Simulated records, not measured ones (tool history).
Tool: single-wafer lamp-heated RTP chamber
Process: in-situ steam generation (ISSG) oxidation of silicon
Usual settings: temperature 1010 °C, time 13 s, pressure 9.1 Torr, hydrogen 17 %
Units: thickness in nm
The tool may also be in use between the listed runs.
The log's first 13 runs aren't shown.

run     day  temperature  time  pressure  hydrogen  read-back reference wafer on the same gauge, thickness  thickness
 14  32.717         1010    13       9.1        17                                                   4.631      4.700
     34.433  -- pyrometer window cleaned and pyrometer calibrated
 15  35.150          995    10       8.7        11                                                   4.629      3.606
 16  37.750         1010    13       9.1        17                                                   4.623      4.692
 17  39.550         1010    13       9.1        17                                                   4.624      4.709
 18  41.412         1010    13       8.0        22                                                   4.622      5.046
 19  43.733         1010    13       8.0        22                                                   4.618      5.030
 20  44.967         1022    11      10.2        17                                                   4.621      4.463
 21  46.354         1010    10       9.1        11                                                   4.619      3.774
 22  47.808         1010     9       9.1        24                                                   4.617      4.325
 23  48.896         1010    16       9.1        11                                                   4.617      4.689
 24  50.838         1001     8       8.7        17                                                   4.616      3.677
 25  52.475         1010    13       9.1        17                                                   4.615      4.677
 26  53.754         1010    18       8.5        17                                                   4.615      5.482
 27  56.112         1020    11       9.1        13                                                   4.616      4.241
 28  57.479         1010    13       9.1        17                                                   4.611      4.687
 29  59.971         1010    13       9.1        11                                                   4.612      4.251
 30  61.721         1010    13       9.1        17                                                   4.611      4.682

5 ways to go on from here, each from the tool as it stands after run 30. What would each give?
  A  61.738         1010    13       9.1        17                                                       ?          ?
  B  61.738          997    13       9.5        17                                                       ?          ?
  C  61.738         1010    13      10.1        17                                                       ?          ?
  D  61.738         1026    13       9.1        17                                                       ?          ?
  E  61.738         1010    10       8.0        17                                                       ?          ?

run  read-back reference wafer on the same gauge, thickness  thickness
  A                                                   4.610      4.697
  B                                                   4.610      4.457
  C                                                   4.610      4.625
  D                                                   4.610      5.009
  E                                                   4.610      4.206
Without the tool's hidden state the same runs would have given:
run  thickness
  A      4.777
  B      4.533
  C      4.704
  D      5.094
  E      4.278
